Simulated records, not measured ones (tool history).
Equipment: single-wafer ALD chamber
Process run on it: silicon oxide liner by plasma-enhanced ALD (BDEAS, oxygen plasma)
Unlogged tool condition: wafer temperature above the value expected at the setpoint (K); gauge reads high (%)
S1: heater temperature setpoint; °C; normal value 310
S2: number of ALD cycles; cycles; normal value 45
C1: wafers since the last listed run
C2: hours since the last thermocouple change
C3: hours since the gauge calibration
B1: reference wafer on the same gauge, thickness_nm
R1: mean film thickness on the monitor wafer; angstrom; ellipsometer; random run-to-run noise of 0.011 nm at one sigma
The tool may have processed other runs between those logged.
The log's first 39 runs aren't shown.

run 40 hour=989 | S1=298 S2=53 | C1=178 C2=419.5 C3=561.5 | B1=4.116 | R1=50.93
run 41 hour=1022 | S1=310 S2=45 | C1=199 C2=452.5 C3=594.5 | B1=4.112 | R1=42.66
run 42 hour=1044.2 | S1=310 S2=45 | C1=134 C2=474.7 C3=616.7 | B1=4.114 | R1=42.66
run 43 hour=1058.9 | S1=315 S2=45 | C1=88 C2=489.4 C3=631.4 | B1=4.113 | R1=42.39
run 44 hour=1090.8 | S1=325 S2=49 | C1=192 C2=521.3 C3=663.3 | B1=4.115 | R1=45.39
run 45 hour=1118.5 | S1=298 S2=39 | C1=167 C2=549 C3=691 | B1=4.109 | R1=37.43
run 46 hour=1147.5 | S1=310 S2=36 | C1=175 C2=578 C3=720 | B1=4.11 | R1=34
run 47 hour=1161.3 | S1=310 S2=53 | C1=83 C2=591.8 C3=733.8 | B1=4.107 | R1=49.99
run 48 hour=1184.4 | S1=310 S2=45 | C1=139 C2=614.9 C3=756.9 | B1=4.104 | R1=42.41

3 ways to go on from here, each from the tool as it stands after run 48. What would each give?
run A hour=1184.9 | S1=296 S2=45 | C1=3 C2=615.4 C3=757.4 | B1=? | R1=?
run B hour=1184.9 | S1=324 S2=45 | C1=3 C2=615.4 C3=757.4 | B1=? | R1=?
run C hour=1184.9 | S1=319 S2=39 | C1=3 C2=615.4 C3=757.4 | B1=? | R1=?

run=A B1=4.108 R1=43.49
run=B B1=4.108 R1=41.78
run=C B1=4.108 R1=36.44
Had the tool no hidden state, the same runs would have come out as:
run=A R1=43.95
run=B R1=42.22
run=C R1=36.82

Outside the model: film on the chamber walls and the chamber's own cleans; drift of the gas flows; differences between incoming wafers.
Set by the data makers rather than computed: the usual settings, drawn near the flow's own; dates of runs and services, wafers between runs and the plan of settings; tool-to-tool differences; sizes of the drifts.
